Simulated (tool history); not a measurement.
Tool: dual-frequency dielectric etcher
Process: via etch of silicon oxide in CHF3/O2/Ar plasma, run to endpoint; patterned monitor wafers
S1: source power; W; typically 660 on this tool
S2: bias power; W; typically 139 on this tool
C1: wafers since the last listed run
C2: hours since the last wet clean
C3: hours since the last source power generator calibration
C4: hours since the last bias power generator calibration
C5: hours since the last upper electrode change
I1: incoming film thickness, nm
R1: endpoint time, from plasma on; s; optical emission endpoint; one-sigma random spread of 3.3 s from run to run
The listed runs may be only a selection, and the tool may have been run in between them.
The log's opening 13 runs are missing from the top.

run	day	S1	S2	C1	C2	C3	C4	C5	I1	R1
14	57.75	660	166	354	382.9	2533.3	3504.8	195	726.4	334.6
15	59.388	660	166	157	422.2	2572.6	3544.1	234.3	720.2	329.9
# day 62.529: wet clean of the chamber
16	63.871	660	139	334	32.2	2680.2	3651.7	341.9	728.3	381
17	65.779	810	153	183	78	2726	3697.5	387.7	726.7	343.4
18	69.354	660	139	343	163.8	2811.8	3783.3	473.5	731.3	376.8
# day 71.075: bias power generator calibrated
19	72.512	750	160	287	239.6	2887.6	34.5	549.3	724.5	338
20	74.833	820	161	223	295.3	2943.3	90.2	605	725.2	331.9
21	77.883	660	139	293	368.5	3016.5	163.4	678.2	723.6	366.4
# day 86.846: source power generator calibrated
# day 89.404: wet clean of the chamber
22	89.792	750	119	1032	9.3	70.7	449.2	964	726.2	397
23	92.671	760	127	276	78.4	139.8	518.3	1033.1	731.3	380.3
24	100.654	610	117	767	270	331.4	709.9	1224.7	721	405
25	104.9	660	139	408	371.9	433.3	811.8	1326.6	727.4	367.8
26	106.942	810	110	196	420.9	482.3	860.8	1375.6	719.6	379.2
# day 109.571: wet clean of the chamber
27	111.371	660	121	329	43.2	588.6	967.1	1481.9	735.4	408.6
28	113.25	750	119	180	88.3	633.7	1012.2	1527	724.9	389
29	115.596	660	119	225	144.6	690	1068.5	1583.3	722.9	401.3
30	117.267	580	125	160	184.7	730.1	1108.6	1623.4	731.4	410.3

3 options for the next run, each taken on its own from the tool as it stands now. Forecast them:
A	117.288	660	139	2	185.2	730.6	1109.1	1623.9	725.5	?
B	117.288	770	163	2	185.2	730.6	1109.1	1623.9	725.5	?
C	117.288	730	121	2	185.2	730.6	1109.1	1623.9	725.5	?

run	R1
A	376.8
B	338
C	390.9
Without the tool's hidden state the same runs would have given:
run	R1
A	383.6
B	344.1
C	398
